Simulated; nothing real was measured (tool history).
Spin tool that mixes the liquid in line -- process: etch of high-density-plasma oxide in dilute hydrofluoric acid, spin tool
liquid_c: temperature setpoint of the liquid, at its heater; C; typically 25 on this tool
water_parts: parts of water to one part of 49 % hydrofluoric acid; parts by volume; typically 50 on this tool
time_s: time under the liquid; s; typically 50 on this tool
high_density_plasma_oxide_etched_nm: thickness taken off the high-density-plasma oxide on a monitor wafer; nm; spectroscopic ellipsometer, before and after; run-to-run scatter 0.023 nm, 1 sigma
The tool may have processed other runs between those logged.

run,hour,liquid_c,water_parts,time_s,"read-back film thickness of the high-density-plasma oxide reference wafer, read on the same gauge (nm)",high_density_plasma_oxide_etched_nm
1,0,25,50,50,90.02,6.68
2,13.3,25,50,50,90,6.68
3,23,25,65,50,90.02,5.04
4,31.9,25,65,50,90.03,5.04
5,42.1,25,65,50,90.03,5.03
6,50.3,25,50,50,89.96,6.67
7,60.9,25,50,50,89.97,6.73
8,71.8,25,50,30,89.98,4
9,88.1,25,30,75,90.05,15.33
10,99.2,25,30,50,89.96,10.18
11,115.1,25,50,50,90.07,5.97
12,125.3,25,45,35,89.97,4.7
13,140.3,25,40,50,90,7.61
14,155.9,25,45,50,90.03,6.7
15,166.4,25,50,50,89.99,6.02
16,173.7,25,40,65,89.93,9.92

Removed from this log: 3 entries logged between the listed runs. Between which two listed runs does each belong, and how does the tool's hidden state at the listed run before it compare with that at the listed run after it?
Between runs 7 and 8: thermometer replaced (hour 71.3)
  hydrofluoric acid flow above the setpoint (%): 13.4 -> 13.5
  measured minus no-state result, high_density_plasma_oxide_etched_nm: +0.84 -> +0.5 nm
Between runs 8 and 9: hydrofluoric acid flow meter replaced (hour 83.1)
  hydrofluoric acid flow above the setpoint (%): 13.5 -> 1.96
  measured minus no-state result, high_density_plasma_oxide_etched_nm: +0.5 -> +0.3 nm
Between runs 9 and 10: gauge calibrated (hour 93.4)
  hydrofluoric acid flow above the setpoint (%): 1.96 -> 2.08
  measured minus no-state result, high_density_plasma_oxide_etched_nm: +0.3 -> +0.21 nm

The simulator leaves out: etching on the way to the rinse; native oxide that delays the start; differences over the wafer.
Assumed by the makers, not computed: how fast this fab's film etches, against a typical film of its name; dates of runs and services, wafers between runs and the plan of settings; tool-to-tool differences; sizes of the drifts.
